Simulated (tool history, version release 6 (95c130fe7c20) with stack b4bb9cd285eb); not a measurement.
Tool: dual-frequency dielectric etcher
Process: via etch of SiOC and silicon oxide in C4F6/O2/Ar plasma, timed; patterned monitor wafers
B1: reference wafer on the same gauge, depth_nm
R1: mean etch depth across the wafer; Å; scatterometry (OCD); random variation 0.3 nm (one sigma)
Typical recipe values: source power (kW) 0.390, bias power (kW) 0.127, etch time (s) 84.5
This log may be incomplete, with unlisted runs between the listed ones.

Run 1, hour 0.0: usual settings but source power (kW) 0.330; B1 120.0. Result: R1 963 Å.
Run 2, hour 31.8: usual settings; B1 120.0. Result: R1 1037 Å.
Run 3, hour 44.3: usual settings but etch time (s) 75.0; B1 119.9. Result: R1 921 Å.
Run 4, hour 74.0: usual settings but etch time (s) 75.0; B1 120.0. Result: R1 924 Å.
Run 5, hour 92.8: usual settings but etch time (s) 73.5; B1 120.0. Result: R1 905 Å.
At hour 144.9: wet clean of the chamber.
Run 6, hour 145.4: usual settings but etch time (s) 73.5; B1 120.0. Result: R1 886 Å.
Run 7, hour 151.4: usual settings; B1 119.9. Result: R1 1022 Å.
At hour 172.4: source power generator calibrated.
Run 8, hour 182.4: usual settings but source power (kW) 0.450; B1 119.9. Result: R1 1084 Å.
At hour 210.5: gauge calibrated.
Run 9, hour 243.5: usual settings but source power (kW) 0.310, bias power (kW) 0.098, etch time (s) 76.0; B1 120.1. Result: R1 737 Å.
At hour 255.0: bias power generator calibrated.
At hour 297.5: upper electrode replaced.
Run 10, hour 301.4: usual settings but etch time (s) 66.0; B1 119.8. Result: R1 801 Å.
Run 11, hour 330.0: usual settings but source power (kW) 0.330; B1 119.9. Result: R1 955 Å.
Run 12, hour 350.3: usual settings but source power (kW) 0.470, bias power (kW) 0.110, etch time (s) 74.5; B1 120.0. Result: R1 921 Å.
Run 13, hour 363.6: usual settings but bias power (kW) 0.153, etch time (s) 100.5; B1 119.9. Result: R1 1327 Å.
Run 14, hour 379.4: usual settings but source power (kW) 0.320, bias power (kW) 0.155, etch time (s) 98.0; B1 120.0. Result: R1 1199 Å.

Results for each run, recomputed without the tool's hidden state and with each run's random variation untouched:
The hidden state here: etch rate over this chamber's usual, %; source power that arrives over what is set, %; bias power that arrives over what is set, %; gauge reads high (%).
run    R1
  1   949
  2  1021
  3   906
  4   908
  5   888
  6   888
  7  1023
  8  1084
  9   735
 10   796
 11   948
 12   914
 13  1316
 14  1188

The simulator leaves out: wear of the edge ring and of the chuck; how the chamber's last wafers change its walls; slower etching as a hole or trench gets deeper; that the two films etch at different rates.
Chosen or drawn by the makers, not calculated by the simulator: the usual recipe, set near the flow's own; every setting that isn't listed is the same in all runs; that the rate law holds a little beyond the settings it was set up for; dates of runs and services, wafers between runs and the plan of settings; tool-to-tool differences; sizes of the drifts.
